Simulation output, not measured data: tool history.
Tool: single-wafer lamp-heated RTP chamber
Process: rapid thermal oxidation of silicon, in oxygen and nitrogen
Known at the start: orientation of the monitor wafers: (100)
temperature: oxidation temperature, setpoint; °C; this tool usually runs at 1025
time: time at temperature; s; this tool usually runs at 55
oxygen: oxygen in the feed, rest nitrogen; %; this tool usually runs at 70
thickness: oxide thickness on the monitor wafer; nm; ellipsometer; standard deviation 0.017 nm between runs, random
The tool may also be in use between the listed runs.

run,day,temperature,time,oxygen,wafers since the last listed run,wafers since the last pyrometer calibration,hours since the oxygen flow controller was replaced,hours since the gauge calibration,"read-back reference wafer on the same gauge, thickness",thickness
1,0,1025,39,70,0,4812,6230,283.1,6.167,5.302
2,1.162,1025,55,70,126,4938,6257.9,311,6.173,6.122
3,1.696,1025,55,70,57,4996,6270.7,323.8,6.174,6.158
# day 2.05: gauge calibrated
4,2.879,1025,49,70,128,5124,6299.1,19.9,6.181,5.845
5,4.333,1033,55,70,157,5282,6334,54.8,6.168,6.483
6,5.217,1033,55,70,95,5378,6355.2,76,6.169,6.525
7,6.383,1025,55,70,126,5505,6383.2,104,6.174,6.135
8,8.1,1025,55,70,186,5691,6424.4,145.2,6.165,6.201
9,8.779,1025,55,70,73,5765,6440.7,161.5,6.178,6.201
10,9.425,1034,35,70,70,5835,6456.2,177,6.171,5.424
# day 10.804: oxygen flow controller replaced
11,10.875,1034,35,70,121,5956,1.7,211.8,6.168,5.458
# day 13.271: gauge calibrated
12,13.354,1011,67,56,269,6226,61.2,2,6.163,5.699
13,14.725,1011,55,42,148,6375,94.1,34.9,6.167,4.757
14,15.558,1025,55,98,90,6465,114.1,54.9,6.17,7.067
15,16.658,1025,55,70,119,6584,140.5,81.3,6.171,6.295
16,17.729,1011,44,84,116,6701,166.2,107,6.167,5.508
# day 18.154: pyrometer window cleaned and pyrometer calibrated
17,18.983,1002,44,70,100,90,196.3,137.1,6.166,4.579
18,20.25,1025,55,70,137,227,226.7,167.5,6.178,5.951
19,21.046,1025,78,58,86,314,245.8,186.6,6.172,6.437
20,21.621,1025,78,58,62,376,259.6,200.4,6.168,6.499
21,22.65,998,29,98,111,488,284.3,225.1,6.166,4.205
22,23.562,1010,39,85,99,587,306.2,247,6.166,4.932
23,24.629,1033,33,48,115,703,331.8,272.6,6.162,4.448

Predict each of these 4 candidate next runs independently; none follows another, all start after run 23:
A,24.65,1025,55,41,2,705,332.3,273.1,?,?
B,24.65,1025,43,51,2,705,332.3,273.1,?,?
C,24.65,1025,42,95,2,705,332.3,273.1,?,?
D,24.65,995,28,59,2,705,332.3,273.1,?,?

run,"read-back reference wafer on the same gauge, thickness",thickness
A,6.167,4.939
B,6.167,4.79
C,6.167,5.873
D,6.167,3.476
With no hidden state in the tool, these same runs would have given:
run,thickness
A,4.909
B,4.761
C,5.837
D,3.457
